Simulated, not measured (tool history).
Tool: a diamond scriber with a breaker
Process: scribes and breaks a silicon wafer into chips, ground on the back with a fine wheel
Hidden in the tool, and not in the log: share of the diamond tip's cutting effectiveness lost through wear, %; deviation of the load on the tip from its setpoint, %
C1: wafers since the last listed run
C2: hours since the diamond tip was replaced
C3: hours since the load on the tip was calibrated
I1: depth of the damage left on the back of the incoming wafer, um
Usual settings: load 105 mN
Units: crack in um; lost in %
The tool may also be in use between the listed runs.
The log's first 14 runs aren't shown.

At hour 394.7: diamond tip replaced by a new one.
Run 15, hour 405.4: usual settings but load 84 mN; C1 109; C2 10.7; C3 1264.6; I1 1.51. Result: crack 7.31 um, lost 8.57 %.
Run 16, hour 421.8: usual settings; C1 42; C2 27.1; C3 1281.0; I1 2.09. Result: crack 8.33 um, lost 3.68 %.
Run 17, hour 443.2: usual settings; C1 55; C2 48.5; C3 1302.4; I1 1.90. Result: crack 8.58 um, lost 3.01 %.
Run 18, hour 458.4: usual settings; C1 39; C2 63.7; C3 1317.6; I1 1.81. Result: crack 8.48 um, lost 2.43 %.
Run 19, hour 477.9: usual settings; C1 50; C2 83.2; C3 1337.1; I1 1.79. Result: crack 8.43 um, lost 2.53 %.
Run 20, hour 511.3: usual settings but load 79 mN; C1 86; C2 116.6; C3 1370.5; I1 1.51. Result: crack 7.05 um, lost 12.39 %.
Run 21, hour 543.5: usual settings but load 134 mN; C1 83; C2 148.8; C3 1402.7; I1 1.83. Result: crack 10.04 um, lost 2.79 %.
Run 22, hour 618.4: usual settings; C1 194; C2 223.7; C3 1477.6; I1 1.90. Result: crack 8.55 um, lost 3.66 %.
At hour 620.6: load on the tip recalibrated.
Run 23, hour 651.7: usual settings but load 85 mN; C1 81; C2 257.0; C3 31.1; I1 2.58. Result: crack 6.77 um, lost 17.92 %.
Run 24, hour 676.9: usual settings but load 128 mN; C1 65; C2 282.2; C3 56.3; I1 2.22. Result: crack 9.02 um, lost 2.65 %.
Run 25, hour 753.5: usual settings but load 94 mN; C1 198; C2 358.8; C3 132.9; I1 2.49. Result: crack 7.20 um, lost 13.38 %.
Run 26, hour 777.9: usual settings but load 121 mN; C1 63; C2 383.2; C3 157.3; I1 1.60. Result: crack 8.64 um, lost 1.76 %.
Run 27, hour 802.2: usual settings but load 136 mN; C1 63; C2 407.5; C3 181.6; I1 1.60. Result: crack 9.24 um, lost 1.53 %.

Run 28 comes next. What will it give?
Run 28, hour 823.7: usual settings; C1 55; C2 429.0; C3 203.1; I1 2.62. Result: crack ?, lost ?.

crack: 7.86 um
lost: 9.35 %
Without the tool's hidden state the same run would have given crack 9.10 um, lost 4.19 %.
